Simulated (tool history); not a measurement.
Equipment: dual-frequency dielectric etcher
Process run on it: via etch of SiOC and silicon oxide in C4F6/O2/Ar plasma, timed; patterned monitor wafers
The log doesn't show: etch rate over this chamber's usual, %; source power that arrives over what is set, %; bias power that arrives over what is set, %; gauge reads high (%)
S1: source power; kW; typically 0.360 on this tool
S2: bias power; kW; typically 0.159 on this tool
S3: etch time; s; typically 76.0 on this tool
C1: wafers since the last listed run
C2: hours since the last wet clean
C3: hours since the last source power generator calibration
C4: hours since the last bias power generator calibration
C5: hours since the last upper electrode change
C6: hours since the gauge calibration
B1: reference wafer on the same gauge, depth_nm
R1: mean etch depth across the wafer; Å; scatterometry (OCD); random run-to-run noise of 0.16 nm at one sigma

run   hour     S1     S2    S3   C1     C2      C3      C4      C5     C6    B1   R1
  1    0.0  0.360  0.141  76.0    0  253.6  3784.4  3499.0  4369.6  417.7  63.5  774
  2   63.7  0.360  0.141  76.0  610  317.3  3848.1  3562.7  4433.3  481.4  63.5  782
  3  130.8  0.360  0.141  76.0  643  384.4  3915.2  3629.8  4500.4  548.5  63.6  782
  4  164.2  0.360  0.159  76.0  320  417.8  3948.6  3663.2  4533.8  581.9  63.6  805
  5  219.0  0.360  0.159  76.0  525  472.6  4003.4  3718.0  4588.6  636.7  63.5  806
     283.4  -- source power generator calibrated
     291.3  -- wet clean of the chamber
  6  291.8  0.390  0.159  87.0  583    0.5     8.4  3790.8  4661.4  709.5  63.6  893
  7  316.8  0.390  0.159  87.0  239   25.5    33.4  3815.8  4686.4  734.5  63.6  896
  8  344.1  0.360  0.159  76.0  261   52.8    60.7  3843.1  4713.7  761.8  63.6  753
     386.5  -- bias power generator calibrated
     387.3  -- wet clean of the chamber, repeated, since the last time left the tool worse
     411.4  -- gauge calibrated
  9  415.9  0.280  0.159  54.5  641   28.6   132.5    29.4  4785.5    4.5  63.6  506
 10  445.6  0.360  0.159  76.0  284   58.3   162.2    59.1  4815.2   34.2  63.6  789
     499.6  -- upper electrode replaced
 11  500.1  0.300  0.143  55.0  292  112.8   216.7   113.6     0.5   88.7  63.6  514
 12  523.1  0.330  0.123  93.5  220  135.8   239.7   136.6    23.5  111.7  63.6  887
 13  567.1  0.360  0.159  56.5  421  179.8   283.7   180.6    67.5  155.7  63.6  589
 14  616.3  0.360  0.176  85.0  471  229.0   332.9   229.8   116.7  204.9  63.6  910
 15  676.7  0.360  0.159  76.0  578  289.4   393.3   290.2   177.1  265.3  63.6  798
 16  709.0  0.290  0.123  76.0  309  321.7   425.6   322.5   209.4  297.6  63.6  687

Predict each of these 5 candidate next runs independently; none follows another, all start after run 16:
  A  709.4  0.360  0.159  76.0   3  322.1  426.0  322.9  209.8  298.0   ?   ?
  B  709.4  0.300  0.129  76.0   3  322.1  426.0  322.9  209.8  298.0   ?   ?
  C  709.4  0.360  0.192  91.0   3  322.1  426.0  322.9  209.8  298.0   ?   ?
  D  709.4  0.390  0.130  63.5   3  322.1  426.0  322.9  209.8  298.0   ?   ?
  E  709.4  0.270  0.121  56.0   3  322.1  426.0  322.9  209.8  298.0   ?   ?

run    B1    R1
  A  63.6   798
  B  63.6   702
  C  63.6  1000
  D  63.6   660
  E  63.6   486
Without the tool's hidden state the same runs would have given:
run   R1
  A  786
  B  692
  C  986
  D  650
  E  480
